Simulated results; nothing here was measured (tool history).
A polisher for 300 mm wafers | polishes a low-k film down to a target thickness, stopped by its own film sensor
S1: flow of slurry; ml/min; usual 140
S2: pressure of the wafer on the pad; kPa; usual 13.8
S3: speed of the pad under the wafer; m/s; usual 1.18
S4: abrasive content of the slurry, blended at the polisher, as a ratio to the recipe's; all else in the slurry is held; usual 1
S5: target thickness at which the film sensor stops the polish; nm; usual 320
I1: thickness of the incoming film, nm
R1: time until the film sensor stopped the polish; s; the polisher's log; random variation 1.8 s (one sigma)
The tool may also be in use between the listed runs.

{"run": 1, "hour": 0.0, "S1": 140, "S2": 13.8, "S3": 1.18, "S4": 1, "S5": 320, "I1": 393, "R1": 177.3}
{"hour": 15.1, "done": "worn pad replaced by a new one"}
{"run": 2, "hour": 18.7, "S1": 140, "S2": 13.8, "S3": 1.18, "S4": 1, "S5": 320, "I1": 382.4, "R1": 150.2}
{"run": 3, "hour": 45.4, "S1": 140, "S2": 13.8, "S3": 1.18, "S4": 1, "S5": 320, "I1": 396.8, "R1": 181.1}
{"run": 4, "hour": 67.6, "S1": 140, "S2": 13.8, "S3": 1.18, "S4": 1.2, "S5": 320, "I1": 387.9, "R1": 154.6}
{"run": 5, "hour": 80.2, "S1": 140, "S2": 15.9, "S3": 1.18, "S4": 1, "S5": 320, "I1": 396.5, "R1": 160.3}
{"run": 6, "hour": 99.3, "S1": 140, "S2": 13.8, "S3": 1.18, "S4": 1, "S5": 320, "I1": 385.5, "R1": 160.9}
{"hour": 109.6, "done": "conditioning disc replaced and pad reconditioned"}
{"run": 7, "hour": 126.9, "S1": 140, "S2": 13.8, "S3": 1.18, "S4": 1, "S5": 320, "I1": 383.1, "R1": 154.6}
{"run": 8, "hour": 156.8, "S1": 140, "S2": 13.8, "S3": 1.18, "S4": 1, "S5": 320, "I1": 385, "R1": 162.3}
{"run": 9, "hour": 186.6, "S1": 140, "S2": 13.8, "S3": 1.06, "S4": 1, "S5": 320, "I1": 391.5, "R1": 191.2}
{"run": 10, "hour": 220.4, "S1": 140, "S2": 13.8, "S3": 1.06, "S4": 1, "S5": 320, "I1": 396.9, "R1": 210.2}
{"hour": 226.9, "done": "worn pad replaced by a new one, of another model than before"}
{"run": 11, "hour": 241.7, "S1": 140, "S2": 13.8, "S3": 1.42, "S4": 1, "S5": 320, "I1": 388.9, "R1": 164.2}
{"hour": 253.7, "done": "head pressure recalibrated"}
{"run": 12, "hour": 254.7, "S1": 140, "S2": 13.8, "S3": 1.18, "S4": 1, "S5": 320, "I1": 385.4, "R1": 171}
{"run": 13, "hour": 268.4, "S1": 120, "S2": 17.9, "S3": 1.18, "S4": 1, "S5": 320, "I1": 383.1, "R1": 154.5}
{"hour": 291.7, "done": "slurry nozzle cleaned"}
{"run": 14, "hour": 292.8, "S1": 140, "S2": 13.8, "S3": 1.18, "S4": 1, "S5": 320, "I1": 383.9, "R1": 148.5}
{"hour": 301.0, "done": "conditioning disc replaced and pad reconditioned"}
{"run": 15, "hour": 319.8, "S1": 95, "S2": 10.3, "S3": 1.18, "S4": 1, "S5": 327, "I1": 390.7, "R1": 208}
{"hour": 338.2, "done": "slurry blender recalibrated"}
{"run": 16, "hour": 340.9, "S1": 120, "S2": 13.8, "S3": 1.18, "S4": 1, "S5": 320, "I1": 389.3, "R1": 171.3}
{"run": 17, "hour": 371.7, "S1": 140, "S2": 13.8, "S3": 1.18, "S4": 1, "S5": 320, "I1": 388.7, "R1": 160.1}
{"hour": 405.8, "done": "worn pad replaced by a new one"}
{"run": 18, "hour": 406.3, "S1": 110, "S2": 13.8, "S3": 1.48, "S4": 1.2, "S5": 300, "I1": 382.8, "R1": 171}
{"run": 19, "hour": 426.1, "S1": 120, "S2": 13.8, "S3": 1.18, "S4": 1.25, "S5": 320, "I1": 386.1, "R1": 149.7}
{"run": 20, "hour": 456.0, "S1": 140, "S2": 13.8, "S3": 1.18, "S4": 1, "S5": 320, "I1": 392.1, "R1": 167.4}
{"run": 21, "hour": 483.6, "S1": 140, "S2": 13.8, "S3": 1.18, "S4": 1.1, "S5": 320, "I1": 382.9, "R1": 142}
{"hour": 509.8, "done": "conditioning disc replaced and pad reconditioned"}
{"run": 22, "hour": 510.3, "S1": 140, "S2": 13.8, "S3": 1.18, "S4": 1, "S5": 320, "I1": 389.4, "R1": 163.6}
{"run": 23, "hour": 521.9, "S1": 140, "S2": 15.9, "S3": 1.48, "S4": 1.2, "S5": 330, "I1": 391.8, "R1": 111.8}
{"run": 24, "hour": 552.6, "S1": 140, "S2": 13.8, "S3": 0.9, "S4": 1, "S5": 327, "I1": 395.2, "R1": 175.8}

3 ways to go on from here, each from the tool as it stands after run 24. What would each give?
{"run": "A", "hour": 553.1, "S1": 140, "S2": 13.8, "S3": 0.84, "S4": 1, "S5": 320, "I1": 390.1, "R1": "?"}
{"run": "B", "hour": 553.1, "S1": 115, "S2": 9.7, "S3": 0.82, "S4": 1, "S5": 298, "I1": 390.1, "R1": "?"}
{"run": "C", "hour": 553.1, "S1": 160, "S2": 12.4, "S3": 1.32, "S4": 1.1, "S5": 320, "I1": 390.1, "R1": "?"}

run=A R1=186.4
run=B R1=321.4
run=C R1=153.5
Without the tool's hidden state the same runs would have given:
run=A R1=182.7
run=B R1=313
run=C R1=150.9

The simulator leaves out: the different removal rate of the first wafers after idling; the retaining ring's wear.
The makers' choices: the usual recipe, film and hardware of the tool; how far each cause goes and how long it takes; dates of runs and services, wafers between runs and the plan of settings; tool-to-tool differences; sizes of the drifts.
